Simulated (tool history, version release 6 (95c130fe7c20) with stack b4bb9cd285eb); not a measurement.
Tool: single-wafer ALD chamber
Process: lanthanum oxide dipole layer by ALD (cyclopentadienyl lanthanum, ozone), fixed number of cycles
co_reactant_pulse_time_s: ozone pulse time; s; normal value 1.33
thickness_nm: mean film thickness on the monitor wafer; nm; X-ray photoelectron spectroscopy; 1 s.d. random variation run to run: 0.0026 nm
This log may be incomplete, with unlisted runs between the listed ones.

| run | day | co_reactant_pulse_time_s | read-back reference wafer on the same gauge, thickness_nm | thickness_nm |
|---|---|---|---|---|
| 1 | 0.000 | 0.93 | 0.581 | 0.451 |
| 2 | 3.792 | 0.93 | 0.582 | 0.446 |
| 3 | 8.158 | 1.33 | 0.581 | 0.489 |
|  | 16.217 | showerhead replaced |
| 4 | 17.212 | 1.33 | 0.582 | 0.487 |
| 5 | 21.396 | 1.68 | 0.580 | 0.513 |
| 6 | 24.942 | 1.68 | 0.581 | 0.519 |
| 7 | 28.008 | 1.33 | 0.581 | 0.487 |
|  | 28.088 | gauge calibrated |
|  | 28.700 | thermocouple changed; heater temperature recalibrated |
| 8 | 31.662 | 1.33 | 0.580 | 0.489 |
| 9 | 35.475 | 1.01 | 0.581 | 0.451 |
| 10 | 37.154 | 1.33 | 0.581 | 0.485 |
|  | 38.708 | ozone generator serviced |
| 11 | 38.775 | 1.68 | 0.581 | 0.528 |
| 12 | 41.808 | 1.64 | 0.582 | 0.527 |
| 13 | 44.183 | 1.03 | 0.581 | 0.478 |
| 14 | 48.346 | 1.52 | 0.581 | 0.515 |
| 15 | 50.304 | 1.78 | 0.581 | 0.530 |
| 16 | 52.054 | 1.61 | 0.581 | 0.521 |

Alternative continuations, all from the tool just after run 16; predict every row:
| A | 52.071 | 1.33 | ? | ? |
| B | 52.071 | 1.54 | ? | ? |
| C | 52.071 | 0.80 | ? | ? |

| run | read-back reference wafer on the same gauge, thickness_nm | thickness_nm |
|---|---|---|
| A | 0.581 | 0.505 |
| B | 0.581 | 0.520 |
| C | 0.581 | 0.436 |
Stripped of hidden state, with their random variation kept, the same runs would have yielded:
| run | thickness_nm |
|---|---|
| A | 0.519 |
| B | 0.531 |
| C | 0.459 |
